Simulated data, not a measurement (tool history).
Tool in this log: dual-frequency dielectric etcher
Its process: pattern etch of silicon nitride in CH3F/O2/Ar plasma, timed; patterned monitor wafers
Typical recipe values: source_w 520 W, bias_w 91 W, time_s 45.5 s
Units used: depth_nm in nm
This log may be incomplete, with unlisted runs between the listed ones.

run	hour	source_w	bias_w	time_s	wafers since the last listed run	hours since the last wet clean	hours since the last source power generator calibration	hours since the last bias power generator calibration	hours since the last upper electrode change	hours since the gauge calibration	read-back reference wafer on the same gauge, depth_nm	depth_nm
1	0.0	520	105	39.5	0	28.1	3778.7	1177.8	4123.4	9.7	34.61	32.38
2	60.9	520	105	39.5	771	89.0	3839.6	1238.7	4184.3	70.6	34.63	32.06
3	100.4	520	91	45.5	500	128.5	3879.1	1278.2	4223.8	110.1	34.60	35.56
4	166.8	520	91	45.5	840	194.9	3945.5	1344.6	4290.2	176.5	34.57	35.34
5	215.7	520	91	45.5	619	243.8	3994.4	1393.5	4339.1	225.4	34.59	35.05
6	266.6	520	91	45.5	644	294.7	4045.3	1444.4	4390.0	276.3	34.59	34.64
7	332.8	520	91	45.5	838	360.9	4111.5	1510.6	4456.2	342.5	34.63	34.63
8	380.1	520	91	45.5	598	408.2	4158.8	1557.9	4503.5	389.8	34.64	34.52
9	415.4	520	76	45.5	446	443.5	4194.1	1593.2	4538.8	425.1	34.61	32.52
10	441.9	520	76	45.5	335	470.0	4220.6	1619.7	4565.3	451.6	34.52	32.70
# hour 491.6: wet clean of the chamber
11	492.1	520	91	45.5	331	0.5	4270.8	1669.9	4615.5	501.8	34.56	33.65
12	520.9	520	91	45.5	364	29.3	4299.6	1698.7	4644.3	530.6	34.68	33.25
13	632.9	520	91	45.5	1417	141.3	4411.6	1810.7	4756.3	642.6	34.58	33.21
# hour 647.8: source power generator calibrated
14	682.5	520	91	45.5	577	190.9	34.7	1860.3	4805.9	692.2	34.59	33.33
# hour 721.2: wet clean of the chamber, repeated, since the last time left the tool worse
# hour 721.2: gauge calibrated
# hour 732.7: upper electrode replaced
15	733.2	520	91	45.5	192	12.0	85.4	1911.0	0.5	12.0	34.61	35.49
16	756.4	480	100	42.0	293	35.2	108.6	1934.2	23.7	35.2	34.65	32.18
17	811.2	430	91	49.0	693	90.0	163.4	1989.0	78.5	90.0	34.65	33.87
18	870.1	620	99	49.5	745	148.9	222.3	2047.9	137.4	148.9	34.58	43.46
19	915.0	520	105	39.5	568	193.8	267.2	2092.8	182.3	193.8	34.59	31.83
20	950.6	520	91	45.5	450	229.4	302.8	2128.4	217.9	229.4	34.58	35.00
21	1006.6	450	79	34.0	708	285.4	358.8	2184.4	273.9	285.4	34.68	23.01
# hour 1055.8: bias power generator calibrated
22	1073.1	520	91	45.5	791	351.9	425.3	17.3	340.4	351.9	34.60	35.06
23	1132.1	520	91	45.5	746	410.9	484.3	76.3	399.4	410.9	34.58	34.76
24	1166.7	470	77	34.5	438	445.5	518.9	110.9	434.0	445.5	34.55	23.15
25	1211.3	630	91	38.5	564	490.1	563.5	155.5	478.6	490.1	34.62	32.49
26	1238.3	590	112	52.0	341	517.1	590.5	182.5	505.6	517.1	34.58	44.88
# hour 1271.3: wet clean of the chamber
27	1304.4	520	98	35.0	532	33.1	656.6	248.6	571.7	583.2	34.59	27.72
28	1332.5	610	112	36.0	355	61.2	684.7	276.7	599.8	611.3	34.59	32.89
29	1357.9	520	76	45.5	321	86.6	710.1	302.1	625.2	636.7	34.68	33.09

How the hidden state differs across the entries between the runs, from the last listed run before each to the first after it:
From run 10 to run 11: wet clean of the chamber (hour 491.6)
  etch rate over this chamber's usual, %: -2.46 -> -5.59
  difference, measured minus the result without the unlogged condition, depth_nm: -0.82 -> -2.00 nm
From run 13 to run 14: source power generator calibrated (hour 647.8)
  etch rate over this chamber's usual, %: -6.39 -> -6.67
  difference, measured minus the result without the unlogged condition, depth_nm: -2.27 -> -2.38 nm
From run 14 to run 15: wet clean of the chamber, repeated, since the last time left the tool worse (hour 721.2); gauge calibrated (hour 721.2); upper electrode replaced (hour 732.7)
  etch rate over this chamber's usual, %: -6.67 -> -0.215
  difference, measured minus the result without the unlogged condition, depth_nm: -2.38 -> -0.08 nm
From run 21 to run 22: bias power generator calibrated (hour 1055.8)
  etch rate over this chamber's usual, %: -1.77 -> -2.14
  difference, measured minus the result without the unlogged condition, depth_nm: -0.42 -> -0.76 nm
From run 26 to run 27: wet clean of the chamber (hour 1271.3)
  etch rate over this chamber's usual, %: -3.08 -> -0.453
  difference, measured minus the result without the unlogged condition, depth_nm: -1.42 -> -0.13 nm
